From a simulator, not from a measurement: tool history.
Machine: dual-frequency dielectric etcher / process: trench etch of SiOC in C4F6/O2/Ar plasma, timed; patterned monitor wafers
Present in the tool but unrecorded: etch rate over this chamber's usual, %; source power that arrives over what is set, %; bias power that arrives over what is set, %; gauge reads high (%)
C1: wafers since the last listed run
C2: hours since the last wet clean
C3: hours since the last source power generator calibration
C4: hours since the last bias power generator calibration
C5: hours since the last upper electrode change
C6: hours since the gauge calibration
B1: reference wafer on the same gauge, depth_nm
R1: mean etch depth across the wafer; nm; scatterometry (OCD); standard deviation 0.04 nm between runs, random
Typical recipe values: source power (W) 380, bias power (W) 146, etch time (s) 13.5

{"run": 1, "hour": 0.0, "source power (W)": 380, "bias power (W)": 146, "etch time (s)": 13.5, "C1": 0, "C2": 416.6, "C3": 1710.2, "C4": 1467.1, "C5": 4709.5, "C6": 98.7, "B1": 25.9, "R1": 26.04}
{"run": 2, "hour": 9.8, "source power (W)": 380, "bias power (W)": 146, "etch time (s)": 13.5, "C1": 218, "C2": 426.4, "C3": 1720.0, "C4": 1476.9, "C5": 4719.3, "C6": 108.5, "B1": 25.91, "R1": 26.09}
{"run": 3, "hour": 19.3, "source power (W)": 380, "bias power (W)": 146, "etch time (s)": 13.5, "C1": 211, "C2": 435.9, "C3": 1729.5, "C4": 1486.4, "C5": 4728.8, "C6": 118.0, "B1": 25.89, "R1": 26.07}
{"run": 4, "hour": 55.3, "source power (W)": 380, "bias power (W)": 146, "etch time (s)": 13.5, "C1": 801, "C2": 471.9, "C3": 1765.5, "C4": 1522.4, "C5": 4764.8, "C6": 154.0, "B1": 25.9, "R1": 25.97}
{"run": 5, "hour": 61.4, "source power (W)": 380, "bias power (W)": 146, "etch time (s)": 13.5, "C1": 135, "C2": 478.0, "C3": 1771.6, "C4": 1528.5, "C5": 4770.9, "C6": 160.1, "B1": 25.91, "R1": 25.97}
{"run": 6, "hour": 69.4, "source power (W)": 330, "bias power (W)": 146, "etch time (s)": 13.5, "C1": 178, "C2": 486.0, "C3": 1779.6, "C4": 1536.5, "C5": 4778.9, "C6": 168.1, "B1": 25.9, "R1": 24.51}
{"hour": 94.7, "done": "wet clean of the chamber"}
{"hour": 98.7, "done": "gauge calibrated"}
{"run": 7, "hour": 115.8, "source power (W)": 330, "bias power (W)": 146, "etch time (s)": 13.5, "C1": 498, "C2": 21.1, "C3": 1826.0, "C4": 1582.9, "C5": 4825.3, "C6": 17.1, "B1": 25.9, "R1": 25.41}
{"run": 8, "hour": 125.2, "source power (W)": 330, "bias power (W)": 146, "etch time (s)": 13.5, "C1": 209, "C2": 30.5, "C3": 1835.4, "C4": 1592.3, "C5": 4834.7, "C6": 26.5, "B1": 25.9, "R1": 25.43}
{"run": 9, "hour": 142.7, "source power (W)": 380, "bias power (W)": 146, "etch time (s)": 13.5, "C1": 389, "C2": 48.0, "C3": 1852.9, "C4": 1609.8, "C5": 4852.2, "C6": 44.0, "B1": 25.91, "R1": 26.89}
{"run": 10, "hour": 157.4, "source power (W)": 320, "bias power (W)": 158, "etch time (s)": 12.0, "C1": 327, "C2": 62.7, "C3": 1867.6, "C4": 1624.5, "C5": 4866.9, "C6": 58.7, "B1": 25.9, "R1": 22.82}
{"run": 11, "hour": 174.8, "source power (W)": 300, "bias power (W)": 146, "etch time (s)": 10.0, "C1": 387, "C2": 80.1, "C3": 1885.0, "C4": 1641.9, "C5": 4884.3, "C6": 76.1, "B1": 25.91, "R1": 18.11}
{"run": 12, "hour": 191.7, "source power (W)": 380, "bias power (W)": 155, "etch time (s)": 16.5, "C1": 376, "C2": 97.0, "C3": 1901.9, "C4": 1658.8, "C5": 4901.2, "C6": 93.0, "B1": 25.9, "R1": 33.28}
{"hour": 195.8, "done": "source power generator calibrated"}
{"hour": 213.3, "done": "bias power generator calibrated"}
{"hour": 218.8, "done": "upper electrode replaced"}
{"run": 13, "hour": 219.3, "source power (W)": 340, "bias power (W)": 164, "etch time (s)": 15.0, "C1": 313, "C2": 124.6, "C3": 23.5, "C4": 6.0, "C5": 0.5, "C6": 120.6, "B1": 25.9, "R1": 29.38}
{"run": 14, "hour": 224.1, "source power (W)": 380, "bias power (W)": 146, "etch time (s)": 13.5, "C1": 106, "C2": 129.4, "C3": 28.3, "C4": 10.8, "C5": 5.3, "C6": 125.4, "B1": 25.9, "R1": 26.77}
{"run": 15, "hour": 236.6, "source power (W)": 380, "bias power (W)": 146, "etch time (s)": 13.5, "C1": 278, "C2": 141.9, "C3": 40.8, "C4": 23.3, "C5": 17.8, "C6": 137.9, "B1": 25.9, "R1": 26.67}
{"run": 16, "hour": 275.7, "source power (W)": 340, "bias power (W)": 146, "etch time (s)": 11.5, "C1": 870, "C2": 181.0, "C3": 79.9, "C4": 62.4, "C5": 56.9, "C6": 177.0, "B1": 25.89, "R1": 21.67}

What would each run have given without the hidden state, its run-to-run variation left as it was?
run=1 R1=26.77
run=2 R1=26.84
run=3 R1=26.84
run=4 R1=26.81
run=5 R1=26.83
run=6 R1=25.33
run=7 R1=25.27
run=8 R1=25.31
run=9 R1=26.79
run=10 R1=22.76
run=11 R1=18.09
run=12 R1=33.29
run=13 R1=29.44
run=14 R1=26.84
run=15 R1=26.76
run=16 R1=21.81

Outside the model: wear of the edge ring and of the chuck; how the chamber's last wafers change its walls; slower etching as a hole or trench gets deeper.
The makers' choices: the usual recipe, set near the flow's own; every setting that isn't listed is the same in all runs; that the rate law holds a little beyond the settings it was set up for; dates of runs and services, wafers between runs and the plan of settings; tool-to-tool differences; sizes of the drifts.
